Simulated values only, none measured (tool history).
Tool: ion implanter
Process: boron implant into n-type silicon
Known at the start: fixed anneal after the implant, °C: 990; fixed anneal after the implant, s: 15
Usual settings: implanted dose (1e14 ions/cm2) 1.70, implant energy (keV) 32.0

run,hour,implanted dose (1e14 ions/cm2),implant energy (keV),wafers since the last listed run,hours since the last dose calibration,hours since the extraction supply was calibrated,hours since the gauge calibration,"read-back reference wafer on the same gauge, sheet resistance",sheet resistance of the implanted and annealed layer (ohm/square)
1,0.0,1.70,32.0,0,1081.1,2858.7,388.3,548.29,485.02
2,60.8,1.70,36.0,1151,1141.9,2919.5,449.1,547.94,474.59
3,130.5,1.70,36.0,1319,1211.6,2989.2,518.8,547.82,478.70
4,228.7,1.70,32.0,1859,1309.8,3087.4,617.0,548.19,492.46
5,267.9,1.70,32.0,742,1349.0,3126.6,656.2,548.92,490.16
6,324.6,1.36,32.0,1073,1405.7,3183.3,712.9,548.46,576.02
7,376.8,1.36,32.0,988,1457.9,3235.5,765.1,548.26,575.99
8,422.6,1.70,32.0,867,1503.7,3281.3,810.9,548.41,491.58
9,475.2,1.70,32.0,995,1556.3,3333.9,863.5,548.48,492.54
10,523.2,1.70,32.0,908,1604.3,3381.9,911.5,549.26,494.30
# hour 541.9: extraction supply calibrated
11,551.7,1.70,32.0,388,1632.8,9.8,940.0,548.41,493.11
12,587.4,1.70,35.5,675,1668.5,45.5,975.7,548.24,488.04
# hour 759.5: Faraday cup replaced and dose calibrated
# hour 783.4: gauge calibrated
13,784.5,2.09,32.0,3580,25.0,242.6,1.1,546.86,411.69
14,840.2,1.70,24.5,1054,80.7,298.3,56.8,548.32,493.84
15,902.9,1.70,32.0,1187,143.4,361.0,119.5,547.47,476.00
16,970.5,1.70,32.0,1279,211.0,428.6,187.1,547.90,476.30
17,996.3,1.54,36.0,488,236.8,454.4,212.9,548.39,500.32
18,1038.0,1.70,32.0,789,278.5,496.1,254.6,547.93,475.69
19,1107.3,2.14,25.0,1312,347.8,565.4,323.9,548.39,420.42
20,1150.2,1.70,32.0,812,390.7,608.3,366.8,548.25,480.55

The next listed run, before its measurement:
21,1181.6,1.94,39.5,594,422.1,639.7,398.2,?,?

{"run 21": {"read-back reference wafer on the same gauge, sheet resistance": 548.14, "sheet resistance of the implanted and annealed layer (ohm/square)": 421.73}}
Without the tool's hidden state the same run would have given sheet resistance of the implanted and annealed layer (ohm/square) 420.71.

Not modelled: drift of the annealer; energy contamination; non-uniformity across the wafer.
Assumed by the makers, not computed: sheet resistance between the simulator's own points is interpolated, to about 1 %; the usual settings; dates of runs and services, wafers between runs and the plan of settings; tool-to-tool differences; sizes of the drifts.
